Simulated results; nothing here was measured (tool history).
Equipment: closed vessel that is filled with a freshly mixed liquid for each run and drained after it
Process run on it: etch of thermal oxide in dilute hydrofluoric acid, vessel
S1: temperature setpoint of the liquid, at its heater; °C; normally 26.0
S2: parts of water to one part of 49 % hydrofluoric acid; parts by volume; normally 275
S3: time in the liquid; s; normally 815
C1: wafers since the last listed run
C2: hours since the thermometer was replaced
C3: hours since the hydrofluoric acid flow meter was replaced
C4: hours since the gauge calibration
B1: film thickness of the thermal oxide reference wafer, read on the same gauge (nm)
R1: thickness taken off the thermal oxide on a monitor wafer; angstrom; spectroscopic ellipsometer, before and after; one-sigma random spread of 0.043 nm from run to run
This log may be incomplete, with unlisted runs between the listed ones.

run     day    S1   S2    S3    C1      C2      C3     C4      B1     R1
  1   0.000  26.0  165   815     0  1570.7  1118.0  410.7  140.01  224.4
  2   0.300  26.0  165   815   382  1577.9  1125.2  417.9  140.02  224.8
  3   0.958  24.0  275  1195   839  1593.7  1141.0  433.7  140.01  164.2
  4   1.462  26.0  275   815   642  1605.8  1153.1  445.8  140.01  120.6
  5   1.825  26.0  275   815   462  1614.5  1161.8  454.5  140.01  120.6
  6   3.279  26.0  275   815  1854  1649.4  1196.7  489.4  140.01  120.3
      5.192  -- gauge calibrated
  7   5.200  24.0  275   815  2449  1695.5  1242.8    0.2  140.00  111.6
  8   5.721  26.0  275   815   664  1708.0  1255.3   12.7  139.99  120.4
  9   6.267  26.0  275   815   696  1721.1  1268.4   25.8  140.00  120.5
 10   6.596  26.0  275   815   419  1729.0  1276.3   33.7  140.00  119.6
 11   7.333  28.0  275   815   940  1746.7  1294.0   51.4  140.01  129.8
 12   7.746  28.0  275   815   526  1756.6  1303.9   61.3  140.01  128.6
      7.892  -- hydrofluoric acid flow meter replaced
 13   8.050  28.0  275   815   334  1763.9     3.8   68.6  139.99  123.0
 14   8.512  26.0  275   815   589  1775.0    14.9   79.7  140.00  115.8
 15   9.000  29.0  275   815   621  1786.7    26.6   91.4  139.99  127.9
 16   9.388  26.0  275   815   494  1796.0    35.9  100.7  140.00  115.6
 17   9.971  26.0  275   815   743  1810.0    49.9  114.7  140.00  115.4
 18  10.692  27.5  370   815   919  1827.3    67.2  132.0  140.02   82.3
 19  11.200  23.0  400   565   648  1839.5    79.4  144.2  140.00   44.2
 20  11.879  22.0  395  1200   866  1855.8    95.7  160.5  140.00   92.7
 21  12.258  26.0  380   525   483  1864.9   104.8  169.6  139.98   48.3
 22  12.583  21.5  405   815   414  1872.7   112.6  177.4  139.99   59.4
     12.675  -- thermometer replaced
 23  13.112  26.0  275   815   621    10.5   125.3  190.1  140.01  122.8
 24  13.775  22.5  210   985   844    26.4   141.2  206.0  139.97  181.5
 25  14.075  22.0  275   415   382    33.6   148.4  213.2  140.00   53.9
 26  14.367  26.0  390  1130   371    40.6   155.4  220.2  140.01  107.0
 27  15.062  26.0  180   815   887    57.3   172.1  236.9  140.00  207.2
 28  15.329  29.5  165  1290   340    63.7   178.5  243.3  139.98  415.9
 29  15.933  29.0  165  1275   770    78.2   193.0  257.8  140.00  401.5
 30  16.883  27.5  240  1045  1211   101.0   215.8  280.6  140.02  196.5
 31  17.488  26.0  380   815   770   115.5   230.3  295.1  140.02   80.2
 32  17.846  23.0  340  1110   456   124.1   238.9  303.7  140.01  114.8
 33  18.167  26.0  275   815   409   131.8   246.6  311.4  139.99  122.7

Across each entry between runs, compare the hidden state at the last listed run before it with the hidden state at the first listed run after it:
Between runs 6 and 7: gauge calibrated (day 5.192)
  liquid colder than its thermometer reads (K): 1.96 -> 2.01; hydrofluoric acid flow above the setpoint (%): 3.01 -> 3.12
  the result without the hidden state subtracted from the measured one, R1: -3.8 -> -3.7 angstrom
Between runs 12 and 13: hydrofluoric acid flow meter replaced (day 7.892)
  hydrofluoric acid flow above the setpoint (%): 3.27 -> 0.0429
  the result without the hidden state subtracted from the measured one, R1: -3.8 -> -8.9 angstrom
Between runs 22 and 23: thermometer replaced (day 12.675)
  liquid colder than its thermometer reads (K): 2.2 -> 0.436; hydrofluoric acid flow above the setpoint (%): 0.316 -> 0.348
  the result without the hidden state subtracted from the measured one, R1: -4.4 -> -1.3 angstrom
